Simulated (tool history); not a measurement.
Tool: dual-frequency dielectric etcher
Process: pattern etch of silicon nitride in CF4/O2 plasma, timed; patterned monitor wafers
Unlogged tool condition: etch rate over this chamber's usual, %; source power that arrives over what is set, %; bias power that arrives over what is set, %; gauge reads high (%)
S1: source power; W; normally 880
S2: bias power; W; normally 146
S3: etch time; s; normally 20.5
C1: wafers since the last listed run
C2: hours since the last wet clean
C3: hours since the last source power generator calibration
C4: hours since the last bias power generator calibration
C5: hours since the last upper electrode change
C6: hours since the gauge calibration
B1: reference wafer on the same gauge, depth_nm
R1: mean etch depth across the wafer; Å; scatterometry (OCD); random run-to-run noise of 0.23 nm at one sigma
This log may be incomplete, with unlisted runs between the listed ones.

run    hour    S1   S2    S3   C1     C2      C3      C4      C5     C6    B1   R1
  1     0.0   880  146  20.5    0  394.4  1580.7  2231.3  4848.8  282.3  73.4  617
  2    49.8  1040  146  20.5  619  444.2  1630.5  2281.1  4898.6  332.1  73.4  744
       74.4  -- wet clean of the chamber
  3    95.1  1040  146  20.5  265   20.7  1675.8  2326.4  4943.9  377.4  73.4  743
  4   139.2  1040  146  20.5  548   64.8  1719.9  2370.5  4988.0  421.5  73.4  744
  5   210.3   880  146  20.5  885  135.9  1791.0  2441.6  5059.1  492.6  73.4  620
  6   258.9   880  146  20.5  604  184.5  1839.6  2490.2  5107.7  541.2  73.4  623
  7   296.5   880  146  20.5  468  222.1  1877.2  2527.8  5145.3  578.8  73.3  623
  8   360.0   820  146  20.5  790  285.6  1940.7  2591.3  5208.8  642.3  73.4  581
  9   401.9   710  146  20.5  521  327.5  1982.6  2633.2  5250.7  684.2  73.4  496
      410.9  -- gauge calibrated
      422.7  -- bias power generator calibrated
 10   427.1   880  126  20.5  263  352.7  2007.8     4.4  5275.9   16.2  73.3  575
      453.9  -- upper electrode replaced
 11   495.1   880  126  20.5  547  420.7  2075.8    72.4    41.2   84.2  73.4  569
 12   533.1   880  146  18.5  473  458.7  2113.8   110.4    79.2  122.2  73.4  563
 13   587.5   880  146  18.5  677  513.1  2168.2   164.8   133.6  176.6  73.4  560
      613.4  -- wet clean of the chamber
 14   647.0   710  177  25.0  441   33.6  2227.7   224.3   193.1  236.1  73.4  672
      660.1  -- source power generator calibrated
 15   680.7   780  146  20.5  369   67.3    20.6   258.0   226.8  269.8  73.4  547
 16   745.3  1040  146  20.5  804  131.9    85.2   322.6   291.4  334.4  73.4  748
 17   809.2   880  146  20.5  795  195.8   149.1   386.5   355.3  398.3  73.4  628
 18   858.8   940  111  25.5  617  245.4   198.7   436.1   404.9  447.9  73.4  706
 19   884.6   670  113  23.0  321  271.2   224.5   461.9   430.7  473.7  73.5  442
 20   931.5   880  146  20.5  583  318.1   271.4   508.8   477.6  520.6  73.4  622
 21   979.8   940  146  20.5  601  366.4   319.7   557.1   525.9  568.9  73.4  665
 22  1043.4   880  146  17.0  791  430.0   383.3   620.7   589.5  632.5  73.4  516
     1083.1  -- wet clean of the chamber
 23  1089.2   880  146  20.5  271    6.1   429.1   666.5   635.3  678.3  73.4  619
 24  1142.9   880  146  25.0  668   59.8   482.8   720.2   689.0  732.0  73.5  766
     1156.6  -- gauge calibrated
 25  1202.6   880  146  20.5  743  119.5   542.5   779.9   748.7   46.0  73.4  622
 26  1274.3   780  146  26.0  892  191.2   614.2   851.6   820.4  117.7  73.3  697
 27  1337.9   760  131  20.5  791  254.8   677.8   915.2   884.0  181.3  73.5  498

Across each entry between runs, compare the hidden state at the last listed run before it with the hidden state at the first listed run after it:
After run 2, before run 3: wet clean of the chamber (hour 74.4)
  no hidden state differs between the two runs
After run 9, before run 10: gauge calibrated (hour 410.9); bias power generator calibrated (hour 422.7)
  no hidden state differs between the two runs
After run 10, before run 11: upper electrode replaced (hour 453.9)
  no hidden state differs between the two runs
After run 13, before run 14: wet clean of the chamber (hour 613.4)
  no hidden state differs between the two runs
After run 14, before run 15: source power generator calibrated (hour 660.1)
  no hidden state differs between the two runs
After run 22, before run 23: wet clean of the chamber (hour 1083.1)
  no hidden state differs between the two runs
After run 24, before run 25: gauge calibrated (hour 1156.6)
  no hidden state differs between the two runs

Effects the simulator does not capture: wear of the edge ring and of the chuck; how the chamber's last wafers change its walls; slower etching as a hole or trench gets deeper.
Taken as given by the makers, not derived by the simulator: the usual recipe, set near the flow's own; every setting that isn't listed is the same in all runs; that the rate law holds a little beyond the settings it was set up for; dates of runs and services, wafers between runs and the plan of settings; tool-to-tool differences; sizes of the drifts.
